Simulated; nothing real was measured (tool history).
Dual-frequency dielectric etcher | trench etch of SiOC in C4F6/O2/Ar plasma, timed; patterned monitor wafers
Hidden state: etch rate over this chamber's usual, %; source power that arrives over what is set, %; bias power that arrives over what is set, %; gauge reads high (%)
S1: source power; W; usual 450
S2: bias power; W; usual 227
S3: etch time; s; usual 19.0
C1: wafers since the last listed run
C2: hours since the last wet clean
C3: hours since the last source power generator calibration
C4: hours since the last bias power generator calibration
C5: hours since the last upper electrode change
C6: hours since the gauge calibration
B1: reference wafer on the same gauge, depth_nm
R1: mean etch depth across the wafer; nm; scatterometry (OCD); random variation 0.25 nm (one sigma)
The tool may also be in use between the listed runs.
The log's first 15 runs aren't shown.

Run 16, hour 675.5: usual settings but S1 390 W; C1 460; C2 165.1; C3 2150.5; C4 1139.3; C5 2567.4; C6 715.9; B1 39.06. Result: R1 41.67 nm.
Run 17, hour 792.7: usual settings but S1 420 W, S2 185 W; C1 1313; C2 282.3; C3 2267.7; C4 1256.5; C5 2684.6; C6 833.1; B1 39.12. Result: R1 40.82 nm.
At hour 952.7: bias power generator calibrated.
At hour 959.2: source power generator calibrated.
Run 18, hour 1006.6: usual settings but S2 243 W; C1 2307; C2 496.2; C3 47.4; C4 53.9; C5 2898.5; C6 1047.0; B1 39.17. Result: R1 45.15 nm.
At hour 1052.8: wet clean of the chamber.
At hour 1068.8: upper electrode replaced.
Run 19, hour 1137.3: usual settings but S1 350 W, S2 184 W, S3 16.0 s; C1 1016; C2 84.5; C3 178.1; C4 184.6; C5 68.5; C6 1177.7; B1 39.16. Result: R1 30.48 nm.
Run 20, hour 1191.5: usual settings but S1 420 W; C1 607; C2 138.7; C3 232.3; C4 238.8; C5 122.7; C6 1231.9; B1 39.05. Result: R1 42.48 nm.
Run 21, hour 1225.3: usual settings but S1 500 W, S2 177 W; C1 378; C2 172.5; C3 266.1; C4 272.6; C5 156.5; C6 1265.7; B1 39.13. Result: R1 42.38 nm.
Run 22, hour 1260.3: usual settings but S2 274 W; C1 392; C2 207.5; C3 301.1; C4 307.6; C5 191.5; C6 1300.7; B1 39.07. Result: R1 47.05 nm.
Run 23, hour 1296.7: usual settings but S2 190 W, S3 17.5 s; C1 408; C2 243.9; C3 337.5; C4 344.0; C5 227.9; C6 1337.1; B1 39.08. Result: R1 37.97 nm.
At hour 1319.7: gauge calibrated.
Run 24, hour 1363.8: usual settings but S1 410 W, S2 199 W; C1 752; C2 311.0; C3 404.6; C4 411.1; C5 295.0; C6 44.1; B1 39.14. Result: R1 40.10 nm.
Run 25, hour 1396.9: usual settings; C1 371; C2 344.1; C3 437.7; C4 444.2; C5 328.1; C6 77.2; B1 39.15. Result: R1 43.96 nm.
Run 26, hour 1423.4: usual settings but S1 550 W; C1 297; C2 370.6; C3 464.2; C4 470.7; C5 354.6; C6 103.7; B1 39.15. Result: R1 47.97 nm.
Run 27, hour 1488.4: usual settings; C1 728; C2 435.6; C3 529.2; C4 535.7; C5 419.6; C6 168.7; B1 39.08. Result: R1 44.07 nm.
At hour 1568.6: wet clean of the chamber.
Run 28, hour 1676.8: usual settings but S3 15.5 s; C1 1842; C2 108.2; C3 717.6; C4 724.1; C5 608.0; C6 357.1; B1 39.13. Result: R1 35.89 nm.
Run 29, hour 1710.8: usual settings; C1 381; C2 142.2; C3 751.6; C4 758.1; C5 642.0; C6 391.1; B1 39.16. Result: R1 44.02 nm.
Run 30, hour 1749.4: usual settings; C1 432; C2 180.8; C3 790.2; C4 796.7; C5 680.6; C6 429.7; B1 39.13. Result: R1 44.36 nm.

4 ways to go on from here, each from the tool as it stands after run 30. What would each give?
Run A, hour 1749.8: usual settings but S3 21.0 s; C1 4; C2 181.2; C3 790.6; C4 797.1; C5 681.0; C6 430.1; B1 ?. Result: R1 ?.
Run B, hour 1749.8: usual settings but S1 380 W, S2 249 W, S3 22.0 s; C1 4; C2 181.2; C3 790.6; C4 797.1; C5 681.0; C6 430.1; B1 ?. Result: R1 ?.
Run C, hour 1749.8: usual settings but S2 276 W; C1 4; C2 181.2; C3 790.6; C4 797.1; C5 681.0; C6 430.1; B1 ?. Result: R1 ?.
Run D, hour 1749.8: usual settings but S1 410 W, S3 22.5 s; C1 4; C2 181.2; C3 790.6; C4 797.1; C5 681.0; C6 430.1; B1 ?. Result: R1 ?.

run     B1     R1
  A  39.05  48.78
  B  39.05  48.85
  C  39.05  47.42
  D  39.05  50.05
Without the tool's hidden state the same runs would have given:
run     R1
  A  48.63
  B  48.69
  C  47.27
  D  49.89
